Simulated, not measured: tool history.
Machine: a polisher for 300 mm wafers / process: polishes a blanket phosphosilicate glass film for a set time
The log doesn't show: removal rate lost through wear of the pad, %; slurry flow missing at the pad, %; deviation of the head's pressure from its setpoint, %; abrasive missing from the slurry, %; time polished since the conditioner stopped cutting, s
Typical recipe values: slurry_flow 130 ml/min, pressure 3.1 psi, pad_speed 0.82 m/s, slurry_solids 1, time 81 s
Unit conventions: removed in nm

run	hour	slurry_flow	pressure	pad_speed	slurry_solids	time	wafers since the last listed run	wafers polished on this pad	hours since the slurry nozzle was cleaned	hours since the head pressure was calibrated	hours since the slurry blender was calibrated	hours since the conditioning disc was replaced	incoming thickness of the incoming film, nm	removed
1	0	130	3.1	0.82	1	81	0	195	13.3	623.5	317.4	613.8	3983.3	563.9
# hour 9.3: slurry blender recalibrated
# hour 15.1: conditioning disc replaced and pad reconditioned
2	31.3	130	3.1	0.82	1	81	223	419	44.6	654.8	22	16.2	4020.1	596.3
3	56	130	3.1	0.82	1	81	202	621	69.3	679.5	46.7	40.9	3891.4	608.2
4	98	130	3.1	0.82	1	81	343	964	111.3	721.5	88.7	82.9	3952.6	589.8
5	160.5	130	3.1	0.82	1	81	511	1476	173.8	784	151.2	145.4	3945.9	564.7
6	213.7	130	3.1	0.82	1	81	435	1911	227	837.2	204.4	198.6	3937.8	553.4
7	264.9	130	3.1	0.82	1	81	419	2330	278.2	888.4	255.6	249.8	4038	540.9
# hour 288.6: slurry blender recalibrated
# hour 307.1: worn pad replaced by a new one
8	328.6	130	3.6	0.68	0.85	81	472	175	341.9	952.1	40	313.5	3948.4	508
# hour 342.9: slurry nozzle cleaned
9	410.5	130	3.1	1.1	1	81	662	837	67.6	1034	121.9	395.4	3944.5	714.1
10	461.7	130	3.1	0.82	1	81	419	1257	118.8	1085.2	173.1	446.6	3954.9	569.5
# hour 472.9: head pressure recalibrated
11	503.2	130	4.2	0.58	0.85	69	323	1580	160.3	30.3	214.6	488.1	3961	436.8
12	542.4	130	4.1	0.82	1	81	320	1901	199.5	69.5	253.8	527.3	4021.3	689.3
# hour 562.8: slurry blender recalibrated
# hour 585.4: conditioning disc replaced and pad reconditioned
13	587.1	130	3.1	0.82	1	81	333	2234	244.2	114.2	24.3	1.7	3968.5	577.5
# hour 613.4: worn pad replaced by a new one
14	655.7	130	3.1	0.82	0.9	73	528	346	312.8	182.8	92.9	70.3	3961.5	471.4
15	684.3	130	3.1	0.82	1.25	61	234	580	341.4	211.4	121.5	98.9	3965.6	491.6
# hour 712.2: slurry nozzle cleaned
16	737.9	95	3.1	0.82	1	81	430	1010	25.7	265	175.1	152.5	3972.6	556
17	783.1	150	2.7	0.82	0.8	81	369	1380	70.9	310.2	220.3	197.7	3889.1	447.7
18	853.5	130	3.1	0.82	0.9	58	576	1957	141.3	380.6	290.7	268.1	3958.5	359.3
# hour 871.4: slurry blender recalibrated
# hour 893.2: worn pad replaced by a new one
19	904.8	130	3.1	0.82	1	81	370	94	192.6	431.9	33.4	319.4	3951.9	569.8
20	929.5	130	3.1	0.82	1	81	202	297	217.3	456.6	58.1	344.1	3977.3	565.7
21	977.3	160	3.1	0.82	0.8	81	391	688	265.1	504.4	105.9	391.9	4019.6	489.9
22	1002.4	130	3.8	0.98	1.15	104	205	893	290.2	529.5	131	417	3965.5	1018.2
23	1047.7	130	2.5	1.06	1.1	81	370	1264	335.5	574.8	176.3	462.3	4019.8	601.5
24	1083.4	130	3.1	0.82	1	81	292	1556	371.2	610.5	212	498	3979.6	547.7
# hour 1107.4: slurry nozzle cleaned
25	1108.6	95	3.7	0.64	0.8	81	198	1754	1.2	635.7	237.2	523.2	3984.8	444.8

Here are 4 independent what-if runs from the current tool condition. What would each one return?
A	1109	130	3.1	0.82	1	81	3	1758	1.6	636.1	237.6	523.6	3954.5	?
B	1109	130	3.1	0.82	1	106	3	1758	1.6	636.1	237.6	523.6	3954.5	?
C	1109	100	2.6	0.68	1	81	3	1758	1.6	636.1	237.6	523.6	3954.5	?
D	1109	130	2.5	0.92	1.25	57	3	1758	1.6	636.1	237.6	523.6	3954.5	?

run	removed
A	583.8
B	763.9
C	437.2
D	432.3
Stripped of hidden state, with their random variation kept, the same runs would have yielded:
run	removed
A	623.6
B	816.1
C	467.6
D	457.2
